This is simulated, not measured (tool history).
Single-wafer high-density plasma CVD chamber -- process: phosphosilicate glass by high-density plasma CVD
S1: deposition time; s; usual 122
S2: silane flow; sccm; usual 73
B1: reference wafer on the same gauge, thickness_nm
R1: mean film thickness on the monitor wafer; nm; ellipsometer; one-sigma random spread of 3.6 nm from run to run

run,hour,S1,S2,B1,R1
1,0,122,73,999.421,944.897
2,54.2,122,73,998.619,942.968
3,118.3,122,73,997.486,939.174
4,223.9,122,73,997.513,938.702
5,290.7,133,73,997.303,1020.044
6,347.1,133,73,995.608,1023.875
7,401.1,131,73,995.816,1003.116
8,457.2,131,73,995.578,1000.768
9,679.7,131,73,995.006,1005.54
10,729.9,122,79,993.765,1002.572
11,780,122,63,993.495,803.97
12,866.6,122,73,992.025,930.129
13,960.9,122,78,993.083,994.681
14,1067.6,122,73,992.098,936.815
# hour 1141: silane flow controller replaced
15,1165.9,106,61,991.031,681.7
16,1225.5,122,73,991.904,934.417
17,1284.3,122,65,990.882,830.089
18,1596.6,139,80,990.998,1162.299
19,1674.8,122,73,990.463,926.776
# hour 1690.4: gauge calibrated
20,1796.9,111,81,1014.733,964.797
21,2018.1,122,67,1007.932,871.82
22,2118.3,122,73,1007.087,943.346
23,2193.8,108,58,1005.053,658.311
24,2295.8,111,83,1003.847,979.027
25,2334.8,122,73,1003.644,942.45

How would selected steps in R1 from run to run divide? Give the signed amount a tool lacking its hidden state would still show from settings, what came in and random variation, and the signed amount left for the hidden state, including any gauge scatter that is not in both of the compared results.
The hidden state here: delivered silane flow above the setpoint (%); gauge reads high (%).
Run 17 -> 18: S1 122 -> 139, S2 65 -> 80. R1 +332.21 nm: hidden state -8.361, all else +340.571.
Run 19 -> 20: S1 122 -> 111, S2 73 -> 81, gauge calibrated. R1 +38.021 nm: hidden state +22.167, all else +15.854.
Run 23 -> 24: S1 108 -> 111, S2 58 -> 83. R1 +320.716 nm: hidden state -4.414, all else +325.13.
